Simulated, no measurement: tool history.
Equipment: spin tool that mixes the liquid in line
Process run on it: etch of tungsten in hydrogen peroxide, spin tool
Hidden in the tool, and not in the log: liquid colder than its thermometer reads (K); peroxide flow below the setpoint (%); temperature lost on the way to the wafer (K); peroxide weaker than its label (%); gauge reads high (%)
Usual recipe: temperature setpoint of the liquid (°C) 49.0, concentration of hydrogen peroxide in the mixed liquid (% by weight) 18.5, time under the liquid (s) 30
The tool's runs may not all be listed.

run	hour	temperature setpoint of the liquid (°C)	concentration of hydrogen peroxide in the mixed liquid (% by weight)	time under the liquid (s)	wafers since the last listed run	hours since the thermometer was replaced	hours since the peroxide flow meter was replaced	hours since the heated supply line was repaired	hours since the drum of peroxide was connected	hours since the gauge calibration	read-back film thickness of the tungsten reference wafer, read on the same gauge (nm)	thickness taken off the tungsten on a monitor wafer (angstrom)
1	0.0	49.0	16.5	30	0	2900.6	1467.0	1803.4	479.8	241.4	49.97	264.1
2	13.0	56.0	17.0	30	133	2913.6	1480.0	1816.4	492.8	254.4	50.00	405.3
3	21.5	49.0	17.0	30	87	2922.1	1488.5	1824.9	501.3	262.9	50.00	269.1
4	33.1	49.0	17.0	30	119	2933.7	1500.1	1836.5	512.9	274.5	50.00	264.6
5	48.7	44.5	16.0	30	160	2949.3	1515.7	1852.1	528.5	290.1	50.00	195.7
# hour 49.8: thermometer replaced
6	58.6	49.0	18.5	30	91	8.8	1525.6	1862.0	538.4	300.0	50.01	278.9
7	109.9	49.0	18.5	30	526	60.1	1576.9	1913.3	589.7	351.3	50.00	275.2
# hour 123.8: gauge calibrated
8	126.9	49.0	18.5	35	174	77.1	1593.9	1930.3	606.7	3.1	50.02	322.7
# hour 128.0: peroxide flow meter replaced
9	143.1	49.0	18.5	35	155	93.3	15.1	1946.5	622.9	19.3	50.00	325.9
10	152.9	49.0	18.5	30	100	103.1	24.9	1956.3	632.7	29.1	50.01	277.6
11	160.6	49.0	21.5	15	79	110.8	32.6	1964.0	640.4	36.8	50.00	151.7
12	168.7	54.5	14.0	30	83	118.9	40.7	1972.1	648.5	44.9	50.01	340.7
# hour 195.3: heated supply line repaired
13	220.3	49.0	18.5	30	519	170.5	92.3	25.0	700.1	96.5	50.01	278.8
14	232.6	56.5	15.0	35	126	182.8	104.6	37.3	712.4	108.8	50.00	452.2
15	243.3	55.0	18.5	45	109	193.5	115.3	48.0	723.1	119.5	49.99	599.7
16	254.5	45.5	18.5	35	114	204.7	126.5	59.2	734.3	130.7	49.97	261.0
# hour 271.1: new drum of peroxide connected
17	285.0	49.0	18.5	30	302	235.2	157.0	89.7	13.9	161.2	50.03	278.7

What does the tool deliver on the next run?
18	295.9	43.0	16.5	35	111	246.1	167.9	100.6	24.8	172.1	?	?

{"run 18": {"read-back film thickness of the tungsten reference wafer, read on the same gauge (nm)": 50.0, "thickness taken off the tungsten on a monitor wafer (angstrom)": 210.0}}
If the tool had no hidden condition, the same run with the same run-to-run variation would have returned thickness taken off the tungsten on a monitor wafer (angstrom) 210.0.
